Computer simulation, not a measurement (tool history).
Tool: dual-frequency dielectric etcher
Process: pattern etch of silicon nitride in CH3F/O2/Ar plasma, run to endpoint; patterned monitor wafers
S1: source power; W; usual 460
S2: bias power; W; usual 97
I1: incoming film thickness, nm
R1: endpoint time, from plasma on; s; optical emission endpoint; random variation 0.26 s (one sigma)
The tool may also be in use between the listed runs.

run	hour	S1	S2	I1	R1
1	0.0	460	97	28.37	35.0
2	27.9	460	97	28.48	35.2
3	55.8	460	97	28.17	34.7
4	78.7	460	97	28.21	34.7
5	97.3	380	97	28.14	36.3
6	117.3	380	97	28.04	36.4
7	148.5	410	102	28.74	35.9
# hour 193.1: wet clean of the chamber, repeated, since the last time left the tool worse
8	193.6	460	105	28.47	36.4
9	208.1	460	105	28.67	36.9
10	236.1	460	97	28.37	37.0
11	268.6	460	97	28.61	37.4
12	295.9	460	97	28.64	37.0
13	312.8	400	80	28.47	40.4
# hour 327.6: source power generator calibrated
14	328.1	400	89	28.60	38.9
15	347.5	460	97	28.74	37.0
16	379.0	460	97	28.65	36.6
17	407.1	570	120	28.73	32.7
18	419.3	360	84	28.56	40.9
19	453.7	460	97	28.56	36.6
20	469.5	560	113	28.47	33.1
21	488.6	410	120	28.70	36.4
22	557.3	460	97	28.63	36.8
23	582.1	460	75	28.36	38.5
# hour 612.3: bias power generator calibrated
# hour 622.9: upper electrode replaced
24	623.4	460	97	28.30	36.2
25	632.7	560	97	28.79	34.7
# hour 659.5: wet clean of the chamber
26	661.0	420	90	28.87	39.6
27	696.5	520	113	28.54	34.3
28	711.8	420	112	28.63	36.9
29	747.3	400	78	28.78	41.2
30	765.1	350	115	28.37	38.1
31	804.4	360	74	28.57	41.9
32	835.9	460	97	28.27	36.6
33	849.7	530	85	28.44	36.4
34	872.1	460	74	28.44	39.2

Measured less the same run without the tool's hidden state. The same run-to-run variation is in both; the gauge's scatter may not be:
The hidden state here: etch rate over this chamber's usual, %; source power that arrives over what is set, %; bias power that arrives over what is set, %.
run	R1
1	-2.0
2	-2.1
3	-2.1
4	-2.1
5	-2.3
6	-2.4
7	-2.4
8	+0.1
9	+0.0
10	+0.0
11	-0.1
12	-0.1
13	-0.2
14	-0.2
15	-0.3
16	-0.4
17	-0.3
18	-0.4
19	-0.5
20	-0.4
21	-0.5
22	-0.7
23	-0.8
24	-0.9
25	-0.8
26	+0.2
27	+0.0
28	+0.0
29	-0.1
30	-0.1
31	-0.3
32	-0.3
33	-0.3
34	-0.4
